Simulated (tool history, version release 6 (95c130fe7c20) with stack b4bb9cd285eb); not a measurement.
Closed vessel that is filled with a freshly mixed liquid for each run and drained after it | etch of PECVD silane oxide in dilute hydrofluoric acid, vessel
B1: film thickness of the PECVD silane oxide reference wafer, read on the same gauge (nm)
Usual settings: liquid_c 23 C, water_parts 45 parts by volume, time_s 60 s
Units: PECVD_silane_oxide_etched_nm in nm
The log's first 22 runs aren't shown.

Run 23, day 12.171: usual settings but liquid_c 21 C; B1 59.98. Result: PECVD_silane_oxide_etched_nm 18.54 nm.
Run 24, day 12.817: usual settings but liquid_c 26.5 C, water_parts 30 parts by volume, time_s 30 s; B1 59.98. Result: PECVD_silane_oxide_etched_nm 17.62 nm.
Run 25, day 13.5: usual settings but water_parts 30 parts by volume, time_s 80 s; B1 60.02. Result: PECVD_silane_oxide_etched_nm 41.22 nm.
Run 26, day 14.025: usual settings; B1 59.95. Result: PECVD_silane_oxide_etched_nm 19.96 nm.
Run 27, day 14.479: usual settings but liquid_c 20 C, water_parts 50 parts by volume, time_s 90 s; B1 59.99. Result: PECVD_silane_oxide_etched_nm 23.63 nm.
Run 28, day 15.004: usual settings but liquid_c 25.5 C; B1 60.02. Result: PECVD_silane_oxide_etched_nm 22.1 nm.
Run 29, day 15.35: usual settings; B1 59.98. Result: PECVD_silane_oxide_etched_nm 20.16 nm.
Run 30, day 15.796: usual settings but liquid_c 21 C, water_parts 40 parts by volume; B1 60.06. Result: PECVD_silane_oxide_etched_nm 20.71 nm.
Run 31, day 16.362: usual settings but liquid_c 26 C, water_parts 35 parts by volume; B1 59.98. Result: PECVD_silane_oxide_etched_nm 29.75 nm.
Run 32, day 17.071: usual settings but liquid_c 19.5 C, water_parts 50 parts by volume, time_s 40 s; B1 60. Result: PECVD_silane_oxide_etched_nm 10.31 nm.

5 ways to go on from here, each from the tool as it stands after run 32. What would each give?
Run A, day 17.1: usual settings; B1 ?. Result: PECVD_silane_oxide_etched_nm ?.
Run B, day 17.1: usual settings but liquid_c 26.5 C, water_parts 60 parts by volume, time_s 45 s; B1 ?. Result: PECVD_silane_oxide_etched_nm ?.
Run C, day 17.1: usual settings but liquid_c 28 C; B1 ?. Result: PECVD_silane_oxide_etched_nm ?.
Run D, day 17.1: usual settings but liquid_c 19.5 C, water_parts 25 parts by volume, time_s 45 s; B1 ?. Result: PECVD_silane_oxide_etched_nm ?.
Run E, day 17.1: usual settings but liquid_c 21 C, water_parts 60 parts by volume, time_s 75 s; B1 ?. Result: PECVD_silane_oxide_etched_nm ?.

run     B1  PECVD_silane_oxide_etched_nm
  A  59.99                         19.95
  B  59.99                         12.69
  C  59.99                         24.47
  D  59.99                          23.8
  E  59.99                         16.89
Without the tool's hidden state the same runs would have given:
run  PECVD_silane_oxide_etched_nm
  A                         19.95
  B                         12.69
  C                         24.47
  D                          23.8
  E                         16.89

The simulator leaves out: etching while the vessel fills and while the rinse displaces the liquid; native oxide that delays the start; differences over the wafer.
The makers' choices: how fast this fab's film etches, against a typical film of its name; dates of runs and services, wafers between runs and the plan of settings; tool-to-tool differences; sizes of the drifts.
